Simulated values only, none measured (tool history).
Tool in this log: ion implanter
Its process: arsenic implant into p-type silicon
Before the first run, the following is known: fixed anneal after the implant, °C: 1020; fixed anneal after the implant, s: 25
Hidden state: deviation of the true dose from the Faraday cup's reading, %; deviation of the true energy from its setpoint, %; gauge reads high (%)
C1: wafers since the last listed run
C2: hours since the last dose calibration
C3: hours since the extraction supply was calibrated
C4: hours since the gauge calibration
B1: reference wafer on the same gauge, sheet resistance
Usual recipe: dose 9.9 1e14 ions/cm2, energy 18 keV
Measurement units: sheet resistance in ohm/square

run 1 hour=0 | dose=9.9 energy=18 | C1=0 C2=862.4 C3=3097 C4=684.3 | B1=110.02 | sheet_resistance=122.58
run 2 hour=160 | dose=9.9 energy=18 | C1=3055 C2=1022.4 C3=3257 C4=844.3 | B1=110.02 | sheet_resistance=122.87
-- hour=178.8 gauge calibrated
run 3 hour=294.1 | dose=9.9 energy=18 | C1=2560 C2=1156.5 C3=3391.1 C4=115.3 | B1=110.03 | sheet_resistance=122.51
run 4 hour=361.4 | dose=8.02 energy=20 | C1=1285 C2=1223.8 C3=3458.4 C4=182.6 | B1=110.01 | sheet_resistance=137.99
run 5 hour=390 | dose=10.86 energy=14 | C1=546 C2=1252.4 C3=3487 C4=211.2 | B1=109.99 | sheet_resistance=119.96
run 6 hour=455.1 | dose=8.91 energy=14.5 | C1=1243 C2=1317.5 C3=3552.1 C4=276.3 | B1=110.03 | sheet_resistance=133.94
-- hour=483.8 extraction supply calibrated
run 7 hour=484.3 | dose=8.91 energy=14.5 | C1=404 C2=1346.7 C3=0.5 C4=305.5 | B1=110.06 | sheet_resistance=134.16
run 8 hour=507.4 | dose=8.91 energy=14.5 | C1=441 C2=1369.8 C3=23.6 C4=328.6 | B1=109.99 | sheet_resistance=133.75
run 9 hour=567.6 | dose=9.9 energy=16 | C1=1149 C2=1430 C3=83.8 C4=388.8 | B1=109.99 | sheet_resistance=124.05
run 10 hour=634.4 | dose=9.9 energy=16 | C1=1275 C2=1496.8 C3=150.6 C4=455.6 | B1=110 | sheet_resistance=124.11
-- hour=643.8 Faraday cup replaced and dose calibrated
run 11 hour=696.8 | dose=9.9 energy=16 | C1=1038 C2=53 C3=213 C4=518 | B1=109.99 | sheet_resistance=124.88
run 12 hour=748.6 | dose=9.9 energy=18 | C1=989 C2=104.8 C3=264.8 C4=569.8 | B1=110.01 | sheet_resistance=122.9
run 13 hour=809.8 | dose=9.9 energy=18 | C1=1168 C2=166 C3=326 C4=631 | B1=110 | sheet_resistance=123.32
run 14 hour=866.4 | dose=9.9 energy=18 | C1=1080 C2=222.6 C3=382.6 C4=687.6 | B1=109.99 | sheet_resistance=122.81
run 15 hour=920.5 | dose=12.75 energy=24 | C1=1032 C2=276.7 C3=436.7 C4=741.7 | B1=110 | sheet_resistance=101.48
run 16 hour=944.8 | dose=11.43 energy=20.5 | C1=463 C2=301 C3=461 C4=766 | B1=110.02 | sheet_resistance=110.61
run 17 hour=997.8 | dose=8.82 energy=21 | C1=1011 C2=354 C3=514 C4=819 | B1=110.04 | sheet_resistance=129.05
run 18 hour=1045.6 | dose=9.9 energy=18 | C1=912 C2=401.8 C3=561.8 C4=866.8 | B1=110.01 | sheet_resistance=122.74
-- hour=1049.1 gauge calibrated
run 19 hour=1085 | dose=8.59 energy=15.5 | C1=752 C2=441.2 C3=601.2 C4=35.9 | B1=109.96 | sheet_resistance=136.79
run 20 hour=1117.3 | dose=7.61 energy=22.5 | C1=616 C2=473.5 C3=633.5 C4=68.2 | B1=110 | sheet_resistance=141.05
run 21 hour=1151 | dose=7.41 energy=22.5 | C1=643 C2=507.2 C3=667.2 C4=101.9 | B1=109.97 | sheet_resistance=144.3
run 22 hour=1196.9 | dose=11.5 energy=12 | C1=876 C2=553.1 C3=713.1 C4=147.8 | B1=110 | sheet_resistance=119.48
run 23 hour=1231.8 | dose=11.37 energy=16 | C1=666 C2=588 C3=748 C4=182.7 | B1=109.99 | sheet_resistance=115.44
run 24 hour=1263.5 | dose=7.28 energy=20.5 | C1=605 C2=619.7 C3=779.7 C4=214.4 | B1=109.97 | sheet_resistance=147.96
run 25 hour=1313.5 | dose=11.24 energy=22.5 | C1=954 C2=669.7 C3=829.7 C4=264.4 | B1=110 | sheet_resistance=109.66
run 26 hour=1345.1 | dose=11.68 energy=21.5 | C1=603 C2=701.3 C3=861.3 C4=296 | B1=110.01 | sheet_resistance=108.53

3 ways to go on from here, each from the tool as it stands after run 26. What would each give?
run A hour=1345.5 | dose=9.9 energy=18 | C1=7 C2=701.7 C3=861.7 C4=296.4 | B1=? | sheet_resistance=?
run B hour=1345.5 | dose=10.88 energy=20.5 | C1=7 C2=701.7 C3=861.7 C4=296.4 | B1=? | sheet_resistance=?
run C hour=1345.5 | dose=12.68 energy=15.5 | C1=7 C2=701.7 C3=861.7 C4=296.4 | B1=? | sheet_resistance=?

run=A B1=110.02 sheet_resistance=122.53
run=B B1=110.02 sheet_resistance=113.62
run=C B1=110.02 sheet_resistance=109.96
The same runs, with their run-to-run variation unchanged, on a tool lacking any hidden condition would have given:
run=A sheet_resistance=122.77
run=B sheet_resistance=113.83
run=C sheet_resistance=110.12
